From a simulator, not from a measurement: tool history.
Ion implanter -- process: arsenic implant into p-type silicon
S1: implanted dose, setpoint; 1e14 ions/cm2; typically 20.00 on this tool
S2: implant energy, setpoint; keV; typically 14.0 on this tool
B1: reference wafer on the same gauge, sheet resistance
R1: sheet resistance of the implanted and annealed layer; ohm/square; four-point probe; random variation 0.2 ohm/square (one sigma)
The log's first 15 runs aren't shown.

run	hour	S1	S2	B1	R1
16	638.6	20.00	14.0	136.94	126.45
# hour 712.6: extraction supply calibrated
17	713.1	16.51	12.5	136.99	136.20
18	764.9	20.00	14.0	136.97	128.31
# hour 787.6: gauge calibrated
19	815.6	23.81	14.0	136.97	124.91
# hour 873.1: Faraday cup replaced and dose calibrated
20	884.3	23.26	14.0	137.00	125.45
21	924.3	16.13	14.0	137.00	132.67
22	970.9	23.17	15.5	137.02	121.29
23	1023.0	20.00	18.5	137.01	116.49
24	1077.5	25.79	12.0	136.99	128.70
25	1120.3	20.00	14.0	136.99	127.51
26	1179.5	18.42	17.5	137.02	119.86
27	1226.8	22.34	11.0	137.02	133.49
28	1263.0	20.00	11.5	136.99	134.24
29	1321.0	20.00	10.0	137.01	138.23
30	1367.6	20.00	11.0	136.98	135.86
31	1437.0	23.71	16.5	136.99	118.19
32	1471.4	24.15	11.5	137.01	130.81
33	1532.0	20.00	14.0	137.02	127.24
34	1580.8	24.13	10.5	137.04	133.12
35	1637.0	20.00	14.0	136.98	127.21

What if the next run were any one of these 4? Each begins from the tool's condition after run 35:
A	1637.4	20.00	10.5	?	?
B	1637.4	15.77	14.0	?	?
C	1637.4	15.90	14.0	?	?
D	1637.4	23.37	17.5	?	?

run	B1	R1
A	136.97	137.40
B	136.97	133.06
C	136.97	132.84
D	136.97	116.24
With no hidden state in the tool, these same runs would have given:
run	R1
A	138.07
B	133.92
C	133.69
D	117.18
